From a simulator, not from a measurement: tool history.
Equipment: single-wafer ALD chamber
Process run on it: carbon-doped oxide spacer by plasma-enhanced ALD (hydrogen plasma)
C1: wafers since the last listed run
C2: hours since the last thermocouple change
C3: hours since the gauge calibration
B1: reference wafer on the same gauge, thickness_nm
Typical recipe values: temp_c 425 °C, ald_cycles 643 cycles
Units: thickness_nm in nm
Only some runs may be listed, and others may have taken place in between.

run 1 hour=0.0 | temp_c=425 ald_cycles=643 | C1=0 C2=665.7 C3=35.2 | B1=32.999 | thickness_nm=29.426
run 2 hour=32.4 | temp_c=425 ald_cycles=643 | C1=14 C2=698.1 C3=67.6 | B1=33.022 | thickness_nm=29.426
run 3 hour=91.5 | temp_c=425 ald_cycles=643 | C1=26 C2=757.2 C3=126.7 | B1=32.990 | thickness_nm=29.452
run 4 hour=143.1 | temp_c=425 ald_cycles=643 | C1=23 C2=808.8 C3=178.3 | B1=32.992 | thickness_nm=29.260
run 5 hour=207.2 | temp_c=425 ald_cycles=671 | C1=28 C2=872.9 C3=242.4 | B1=33.008 | thickness_nm=30.751
run 6 hour=233.1 | temp_c=414 ald_cycles=643 | C1=11 C2=898.8 C3=268.3 | B1=33.026 | thickness_nm=30.275
run 7 hour=300.6 | temp_c=414 ald_cycles=643 | C1=30 C2=966.3 C3=335.8 | B1=33.017 | thickness_nm=30.366
run 8 hour=348.4 | temp_c=414 ald_cycles=643 | C1=21 C2=1014.1 C3=383.6 | B1=33.006 | thickness_nm=30.171
run 9 hour=378.7 | temp_c=425 ald_cycles=643 | C1=13 C2=1044.4 C3=413.9 | B1=33.008 | thickness_nm=29.184
-- hour=390.2 thermocouple changed; heater temperature recalibrated
run 10 hour=404.3 | temp_c=425 ald_cycles=643 | C1=7 C2=14.1 C3=439.5 | B1=33.021 | thickness_nm=29.763
run 11 hour=447.9 | temp_c=425 ald_cycles=643 | C1=19 C2=57.7 C3=483.1 | B1=33.010 | thickness_nm=29.625
run 12 hour=487.4 | temp_c=439 ald_cycles=562 | C1=17 C2=97.2 C3=522.6 | B1=33.005 | thickness_nm=24.969
run 13 hour=531.7 | temp_c=414 ald_cycles=643 | C1=19 C2=141.5 C3=566.9 | B1=33.021 | thickness_nm=30.427
-- hour=551.9 gauge calibrated
run 14 hour=587.1 | temp_c=425 ald_cycles=694 | C1=24 C2=196.9 C3=35.2 | B1=33.008 | thickness_nm=32.200
run 15 hour=611.5 | temp_c=435 ald_cycles=582 | C1=10 C2=221.3 C3=59.6 | B1=32.995 | thickness_nm=26.082
run 16 hour=653.8 | temp_c=421 ald_cycles=757 | C1=18 C2=263.6 C3=101.9 | B1=33.007 | thickness_nm=35.148
run 17 hour=718.6 | temp_c=439 ald_cycles=770 | C1=28 C2=328.4 C3=166.7 | B1=32.992 | thickness_nm=34.166
run 18 hour=746.2 | temp_c=425 ald_cycles=643 | C1=12 C2=356.0 C3=194.3 | B1=33.007 | thickness_nm=29.587
run 19 hour=799.2 | temp_c=417 ald_cycles=549 | C1=23 C2=409.0 C3=247.3 | B1=33.027 | thickness_nm=25.711
run 20 hour=865.1 | temp_c=414 ald_cycles=643 | C1=29 C2=474.9 C3=313.2 | B1=33.032 | thickness_nm=30.420
run 21 hour=1007.8 | temp_c=438 ald_cycles=682 | C1=63 C2=617.6 C3=455.9 | B1=33.022 | thickness_nm=30.128
run 22 hour=1048.1 | temp_c=418 ald_cycles=703 | C1=17 C2=657.9 C3=496.2 | B1=33.016 | thickness_nm=32.828
run 23 hour=1098.0 | temp_c=433 ald_cycles=771 | C1=22 C2=707.8 C3=546.1 | B1=32.955 | thickness_nm=34.555

For some of the steps in thickness_nm from one run to the next: how much would appear even if the tool had no hidden state, given the settings, what came in and random variation, and how much remains for the hidden state plus any gauge scatter that the measured result and the result without hidden state don't share?
Hidden conditions of the tool in this case: wafer temperature above the value expected at the setpoint (K); gauge reads high (%).
Run 9 -> 10: thermocouple changed; heater temperature recalibrated. thickness_nm +0.579 nm: hidden state +0.404, all else +0.175.
Run 14 -> 15: temp_c 425 -> 435, ald_cycles 694 -> 582. thickness_nm -6.118 nm: hidden state -0.005, all else -6.113.
Run 15 -> 16: temp_c 435 -> 421, ald_cycles 582 -> 757. thickness_nm +9.066 nm: hidden state -0.006, all else +9.072.
Run 20 -> 21: temp_c 414 -> 438, ald_cycles 643 -> 682. thickness_nm -0.292 nm: hidden state -0.060, all else -0.232.
